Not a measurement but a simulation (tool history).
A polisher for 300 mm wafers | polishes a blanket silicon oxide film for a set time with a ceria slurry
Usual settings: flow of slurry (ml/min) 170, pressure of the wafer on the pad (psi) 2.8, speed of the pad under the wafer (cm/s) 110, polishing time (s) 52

run   hour  flow of slurry (ml/min)  pressure of the wafer on the pad (psi)  speed of the pad under the wafer (cm/s)  polishing time (s)  wafers since the last listed run  wafers polished on this pad  hours since the slurry nozzle was cleaned  hours since the head pressure was calibrated  incoming thickness of the incoming film, nm  film removed (angstrom)
  1      0                      170                                     2.8                                      110                  52                                 0                          160                                      690.6                                        1264.8                                        925.8                     2251
  2   16.8                      195                                     2.8                                      110                  52                               214                          375                                      707.4                                        1281.6                                          901                     2271
      29.4  -- worn pad replaced by a new one
  3   29.9                      195                                     2.8                                      110                  52                               116                            6                                      720.5                                        1294.7                                        922.4                     2228
  4     38                      195                                     2.8                                      110                  52                               103                          110                                      728.6                                        1302.8                                        923.1                     2266
  5   55.1                      170                                     2.8                                      110                  52                               218                          329                                      745.7                                        1319.9                                        912.5                     2259
      73.8  -- worn pad replaced by a new one
  6   74.3                      170                                     2.8                                       98                  58                               194                            5                                      764.9                                        1339.1                                        927.5                     2285
      76.8  -- head pressure recalibrated
  7   85.2                      170                                     2.8                                      110                  52                               113                          119                                      775.8                                           8.4                                        915.3                     2248
  8   91.6                      170                                     2.8                                      110                  52                                81                          201                                      782.2                                          14.8                                        929.2                     2261
  9  106.9                      170                                     2.8                                      110                  52                               195                          397                                      797.5                                          30.1                                        919.8                     2226
 10  117.6                      170                                     2.8                                      130                  52                               136                          534                                      808.2                                          40.8                                        908.8                     2561
     124.1  -- worn pad replaced by a new one
 11  124.6                      170                                     2.6                                      110                  52                                38                            6                                      815.2                                          47.8                                        910.8                     2088
 12  132.8                      130                                     2.8                                      144                  52                               104                          111                                      823.4                                            56                                        926.6                     2712
 13  139.4                      130                                     2.8                                      110                  45                                84                          195                                        830                                          62.6                                        901.9                     1857
 14  146.8                      150                                     2.8                                      100                  52                                94                          290                                      837.4                                            70                                        916.1                     2002
 15  155.5                      170                                     2.8                                      110                  52                               111                          401                                      846.1                                          78.7                                        902.7                     2246
     166.8  -- worn pad replaced by a new one
 16  167.3                      170                                     2.8                                      110                  41                                99                            6                                      857.9                                          90.5                                        906.3                     1783
     169.3  -- slurry nozzle cleaned
 17  174.6                      170                                     2.8                                       96                  52                                80                           86                                        5.3                                          97.8                                        928.3                     2047
 18  182.1                      170                                     3.7                                      110                  35                                95                          182                                       12.8                                         105.3                                        916.9                     1970
 19  191.4                      115                                     2.8                                      110                  52                               118                          301                                       22.1                                         114.6                                        916.2                     2152
 20  198.8                      170                                     2.8                                      110                  52                                94                          396                                       29.5                                           122                                          902                     2231
     205.5  -- worn pad replaced by a new one
 21  216.4                      170                                     2.4                                      110                  52                               173                          139                                       47.1                                         139.6                                        918.2                     1907
 22  225.3                      170                                     3.7                                       86                  52                               113                          253                                         56                                         148.5                                        923.4                     2485

3 ways to go on from here, each from the tool as it stands after run 22. What would each give?
  A  225.7                      170                                     2.8                                      110                  52                                 5                          258                                       56.4                                         148.9                                        923.9                        ?
  B  225.7                      115                                     3.4                                      110                  52                                 5                          258                                       56.4                                         148.9                                        923.9                        ?
  C  225.7                      170                                     1.9                                      110                  41                                 5                          258                                       56.4                                         148.9                                        923.9                        ?

run  film removed (angstrom)
  A                     2214
  B                     2567
  C                     1184
Without the tool's hidden state the same runs would have given:
run  film removed (angstrom)
  A                     2214
  B                     2567
  C                     1184
